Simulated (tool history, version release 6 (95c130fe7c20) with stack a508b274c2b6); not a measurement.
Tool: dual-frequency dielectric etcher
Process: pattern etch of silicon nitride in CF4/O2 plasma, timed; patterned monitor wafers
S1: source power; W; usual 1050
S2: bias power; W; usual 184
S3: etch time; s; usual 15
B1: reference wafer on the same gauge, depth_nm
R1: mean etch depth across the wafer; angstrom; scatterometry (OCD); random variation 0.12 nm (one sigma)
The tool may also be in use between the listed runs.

run,hour,S1,S2,S3,B1,R1
1,0,1050,184,15,49.8,550
2,15.1,1050,184,15,49.8,549
3,25.6,1050,184,15,49.8,551
4,51.1,1050,184,13,49.8,477
5,58.2,1050,184,13,49.8,479
6,71.6,1050,184,13,49.8,476
# hour 86.8: bias power generator calibrated
7,87.3,940,165,15,49.8,475
8,95.1,1050,198,15,49.8,572
9,119.8,1050,184,15,49.8,549
10,128.8,1050,184,15,49.8,550
# hour 155: wet clean of the chamber
11,155.5,1050,173,15,49.8,532
12,157.5,1050,220,15,49.8,595
13,169.5,960,184,11.5,49.8,388
14,179.1,1050,184,12,49.8,437
15,194.2,1050,169,11.5,49.8,403
16,210.7,1050,184,15,49.8,546
17,219.2,1050,184,10.5,49.8,382
# hour 226.2: source power generator calibrated
18,250.9,1050,184,15,49.8,547
# hour 275.6: upper electrode replaced
19,276.1,1050,205,15,49.8,575
20,276.4,1050,184,15,49.8,548
# hour 290: gauge calibrated
21,291.2,1050,208,17,49.9,657
22,299.1,1050,184,15,49.8,547
23,309,1050,222,15,49.8,596
24,315.4,860,184,15,49.8,460
25,364.8,1250,200,15,49.8,661
26,375.4,1050,203,11.5,49.8,439
27,385,960,171,15,49.8,491
28,391.7,1180,184,15,49.8,607
29,407.1,870,197,19.5,49.8,628
30,415.4,960,184,15,49.8,509
31,425,1050,184,19.5,49.8,714

The same runs without the tool's hidden state, with the same run-to-run variation:
The hidden state here: etch rate over this chamber's usual, %; source power that arrives over what is set, %; bias power that arrives over what is set, %; gauge reads high (%).
run,R1
1,547
2,546
3,547
4,473
5,475
6,472
7,471
8,567
9,544
10,545
11,532
12,595
13,388
14,437
15,402
16,545
17,381
18,545
19,574
20,546
21,654
22,545
23,594
24,459
25,658
26,437
27,488
28,603
29,624
30,506
31,709
